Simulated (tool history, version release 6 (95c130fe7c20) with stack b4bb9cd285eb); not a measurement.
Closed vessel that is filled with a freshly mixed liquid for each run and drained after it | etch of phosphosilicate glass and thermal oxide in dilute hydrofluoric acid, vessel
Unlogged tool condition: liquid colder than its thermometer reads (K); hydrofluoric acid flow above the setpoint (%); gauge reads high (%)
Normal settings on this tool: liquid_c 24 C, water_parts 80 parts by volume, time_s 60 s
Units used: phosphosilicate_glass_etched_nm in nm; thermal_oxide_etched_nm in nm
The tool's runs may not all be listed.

run,hour,liquid_c,water_parts,time_s,wafers since the last listed run,hours since the thermometer was replaced,hours since the hydrofluoric acid flow meter was replaced,hours since the gauge calibration,"read-back film thickness of the phosphosilicate glass reference wafer, read on the same gauge (nm)","read-back film thickness of the thermal oxide reference wafer, read on the same gauge (nm)",phosphosilicate_glass_etched_nm,thermal_oxide_etched_nm
1,0,24,80,60,0,40.3,1500.6,1273.1,89.98,90.026,81.38,3.212
2,87.5,24,80,60,12282,127.8,1588.1,1360.6,89.97,89.984,82.74,3.18
3,144.9,24,80,60,8057,185.2,1645.5,1418,90,90.031,81.47,3.177
4,249.1,24,80,85,14626,289.4,1749.7,1522.2,90,89.966,114.86,4.448
5,287,24,80,85,5319,327.3,1787.6,1560.1,89.98,89.988,114.79,4.436
6,331,24,50,60,6176,371.3,1831.6,1604.1,89.98,89.985,132.88,5.203
7,406.9,24,50,60,10653,447.2,1907.5,1680,90,90,132.41,5.108
8,463.4,24,50,60,7930,503.7,1964,1736.5,89.98,89.999,131.27,5.197
9,570.2,24,80,60,14991,610.5,2070.8,1843.3,90.02,90.031,78.2,3.144
10,634.5,24,80,60,9025,674.8,2135.1,1907.6,90,90.02,78.24,3.064
# hour 651.7: thermometer replaced
11,726.8,24,80,60,12815,75.1,2227.4,1999.9,89.99,90.023,73.26,2.92
# hour 735.1: hydrofluoric acid flow meter replaced
12,832.7,28,65,60,14724,181,97.6,2105.8,89.98,90.014,109,4.208
13,935.9,24,80,60,14486,284.2,200.8,2209,89.97,89.99,73.35,2.85
# hour 977.1: thermometer replaced, repeated, since the last time left the tool worse
14,1028.4,21.5,80,85,12843,51.3,293.3,2301.5,89.98,89.99,104.89,4.06
# hour 1055.2: gauge calibrated
15,1121.5,24,120,60,13068,144.4,386.4,66.3,90,89.975,51.26,2.051
16,1192.8,22.5,45,90,10008,215.7,457.7,137.6,89.98,89.99,212.06,8.288
17,1283.5,25.5,110,60,12731,306.4,548.4,228.3,89.99,90.011,60.02,2.361
18,1325.2,27,105,60,5853,348.1,590.1,270,89.99,90.001,66.97,2.61
19,1566.2,21.5,40,60,33828,589.1,831.1,511,90.01,90.008,147.74,5.802
20,1638.7,26,80,35,10176,661.6,903.6,583.5,89.99,89.991,49.46,1.956
21,1731.9,24,80,60,13082,754.8,996.8,676.7,90.02,89.982,77.6,2.989
# hour 1782.4: thermometer replaced
22,1814.2,24,80,60,11411,31.8,1079.1,759,90.01,90.007,82.72,3.224
23,1896.9,24,80,35,11608,114.5,1161.8,841.7,90,90.021,47.82,1.871
24,2001.8,28.5,120,70,14724,219.4,1266.7,946.6,90,90.005,71.63,2.792

Consider 4 possible next runs. They are alternatives, not a sequence: every one starts from the tool as it was left by run 24. What does each give?
A,2002.5,24,80,60,98,220.1,1267.4,947.3,?,?,?,?
B,2002.5,28,70,60,98,220.1,1267.4,947.3,?,?,?,?
C,2002.5,22,95,85,98,220.1,1267.4,947.3,?,?,?,?
D,2002.5,27,45,30,98,220.1,1267.4,947.3,?,?,?,?

run,"read-back film thickness of the phosphosilicate glass reference wafer, read on the same gauge (nm)","read-back film thickness of the thermal oxide reference wafer, read on the same gauge (nm)",phosphosilicate_glass_etched_nm,thermal_oxide_etched_nm
A,89.97,89.986,81.63,3.149
B,89.97,89.986,110.88,4.278
C,89.97,89.986,88.18,3.402
D,89.97,89.986,85.83,3.312
Without the tool's hidden state the same runs would have given:
run,phosphosilicate_glass_etched_nm,thermal_oxide_etched_nm
A,83.56,3.224
B,113.43,4.377
C,90.28,3.483
D,87.87,3.39
